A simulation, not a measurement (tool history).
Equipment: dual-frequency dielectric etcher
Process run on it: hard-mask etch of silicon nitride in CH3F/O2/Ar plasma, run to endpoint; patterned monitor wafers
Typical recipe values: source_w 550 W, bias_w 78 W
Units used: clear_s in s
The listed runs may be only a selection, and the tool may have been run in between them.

| run | day | source_w | bias_w | wafers since the last listed run | hours since the last wet clean | hours since the last source power generator calibration | hours since the last bias power generator calibration | hours since the last upper electrode change | incoming incoming film thickness, nm | clear_s |
|---|---|---|---|---|---|---|---|---|---|---|
| 1 | 0.000 | 550 | 78 | 0 | 309.1 | 2849.2 | 4465.9 | 3851.0 | 50.5 | 61.4 |
| 2 | 2.825 | 550 | 83 | 712 | 376.9 | 2917.0 | 4533.7 | 3918.8 | 50.3 | 59.7 |
| 3 | 5.721 | 640 | 66 | 729 | 446.4 | 2986.5 | 4603.2 | 3988.3 | 51.0 | 65.1 |
| 4 | 7.300 | 550 | 78 | 398 | 484.3 | 3024.4 | 4641.1 | 4026.2 | 50.3 | 60.8 |
| 5 | 9.058 | 550 | 90 | 443 | 526.5 | 3066.6 | 4683.3 | 4068.4 | 50.9 | 56.8 |
|  | 10.333 | wet clean of the chamber |
| 6 | 12.017 | 550 | 90 | 493 | 40.4 | 3137.6 | 4754.3 | 4139.4 | 50.0 | 59.2 |
| 7 | 13.550 | 550 | 90 | 386 | 77.2 | 3174.4 | 4791.1 | 4176.2 | 50.2 | 58.9 |
| 8 | 14.596 | 550 | 78 | 263 | 102.3 | 3199.5 | 4816.2 | 4201.3 | 50.2 | 63.9 |
| 9 | 16.912 | 550 | 78 | 583 | 157.9 | 3255.1 | 4871.8 | 4256.9 | 50.6 | 64.3 |
|  | 17.304 | bias power generator calibrated |
| 10 | 22.658 | 550 | 78 | 1406 | 295.8 | 3393.0 | 128.5 | 4394.8 | 49.7 | 62.5 |
| 11 | 24.562 | 550 | 78 | 480 | 341.5 | 3438.7 | 174.2 | 4440.5 | 50.9 | 63.4 |
| 12 | 27.462 | 550 | 78 | 731 | 411.1 | 3508.3 | 243.8 | 4510.1 | 50.1 | 61.3 |
| 13 | 29.704 | 680 | 78 | 565 | 464.9 | 3562.1 | 297.6 | 4563.9 | 50.6 | 59.0 |
|  | 32.521 | wet clean of the chamber |
| 14 | 32.542 | 460 | 70 | 463 | 0.5 | 3630.2 | 365.7 | 4632.0 | 50.6 | 71.5 |
| 15 | 33.246 | 550 | 78 | 177 | 17.4 | 3647.1 | 382.6 | 4648.9 | 50.8 | 64.5 |
| 16 | 35.512 | 550 | 78 | 571 | 71.8 | 3701.5 | 437.0 | 4703.3 | 50.9 | 63.9 |
| 17 | 36.771 | 660 | 78 | 317 | 102.0 | 3731.7 | 467.2 | 4733.5 | 50.1 | 59.9 |
| 18 | 39.138 | 440 | 70 | 596 | 158.8 | 3788.5 | 524.0 | 4790.3 | 50.7 | 71.1 |
| 19 | 40.417 | 440 | 91 | 322 | 189.5 | 3819.2 | 554.7 | 4821.0 | 50.7 | 62.9 |
| 20 | 42.525 | 490 | 61 | 531 | 240.1 | 3869.8 | 605.3 | 4871.6 | 50.9 | 74.1 |
| 21 | 45.283 | 550 | 78 | 695 | 306.3 | 3936.0 | 671.5 | 4937.8 | 50.4 | 61.5 |
| 22 | 47.088 | 420 | 95 | 454 | 349.6 | 3979.3 | 714.8 | 4981.1 | 50.2 | 60.1 |
| 23 | 49.638 | 470 | 78 | 642 | 410.8 | 4040.5 | 776.0 | 5042.3 | 50.1 | 65.4 |
| 24 | 52.383 | 650 | 98 | 692 | 476.7 | 4106.4 | 841.9 | 5108.2 | 50.8 | 52.8 |
|  | 54.342 | wet clean of the chamber |
| 25 | 54.362 | 480 | 98 | 246 | 0.5 | 4153.9 | 889.4 | 5155.7 | 50.5 | 60.7 |
| 26 | 55.171 | 640 | 95 | 203 | 19.9 | 4173.3 | 908.8 | 5175.1 | 50.4 | 56.0 |
| 27 | 56.242 | 440 | 89 | 269 | 45.6 | 4199.0 | 934.5 | 5200.8 | 50.5 | 64.4 |
|  | 57.471 | source power generator calibrated |
|  | 57.621 | upper electrode replaced |
| 28 | 58.525 | 550 | 78 | 494 | 100.4 | 25.3 | 989.3 | 21.7 | 50.2 | 62.7 |
| 29 | 61.462 | 620 | 92 | 740 | 170.9 | 95.8 | 1059.8 | 92.2 | 50.7 | 56.3 |
| 30 | 63.179 | 550 | 78 | 432 | 212.1 | 137.0 | 1101.0 | 133.4 | 50.0 | 62.7 |
| 31 | 65.888 | 440 | 92 | 682 | 277.1 | 202.0 | 1166.0 | 198.4 | 50.5 | 61.3 |
| 32 | 66.958 | 550 | 91 | 269 | 302.8 | 227.7 | 1191.7 | 224.1 | 50.2 | 58.0 |
| 33 | 72.879 | 550 | 78 | 1492 | 444.9 | 369.8 | 1333.8 | 366.2 | 50.4 | 62.1 |
| 34 | 75.738 | 460 | 72 | 720 | 513.5 | 438.4 | 1402.4 | 434.8 | 50.2 | 66.7 |
|  | 77.721 | wet clean of the chamber |
| 35 | 78.362 | 550 | 78 | 409 | 15.4 | 501.4 | 1465.4 | 497.8 | 50.2 | 64.5 |
| 36 | 80.717 | 600 | 78 | 593 | 71.9 | 557.9 | 1521.9 | 554.3 | 50.6 | 63.1 |

Consider 3 possible next runs. They are alternatives, not a sequence: every one starts from the tool as it was left by run 36. What does each give?
| A | 80.733 | 670 | 78 | 4 | 72.3 | 558.3 | 1522.3 | 554.7 | 50.5 | ? |
| B | 80.733 | 420 | 78 | 4 | 72.3 | 558.3 | 1522.3 | 554.7 | 50.5 | ? |
| C | 80.733 | 660 | 86 | 4 | 72.3 | 558.3 | 1522.3 | 554.7 | 50.5 | ? |

| run | clear_s |
|---|---|
| A | 60.8 |
| B | 70.4 |
| C | 58.1 |
Had the tool no hidden state, the same runs would have come out as:
| run | clear_s |
|---|---|
| A | 61.2 |
| B | 70.8 |
| C | 58.5 |

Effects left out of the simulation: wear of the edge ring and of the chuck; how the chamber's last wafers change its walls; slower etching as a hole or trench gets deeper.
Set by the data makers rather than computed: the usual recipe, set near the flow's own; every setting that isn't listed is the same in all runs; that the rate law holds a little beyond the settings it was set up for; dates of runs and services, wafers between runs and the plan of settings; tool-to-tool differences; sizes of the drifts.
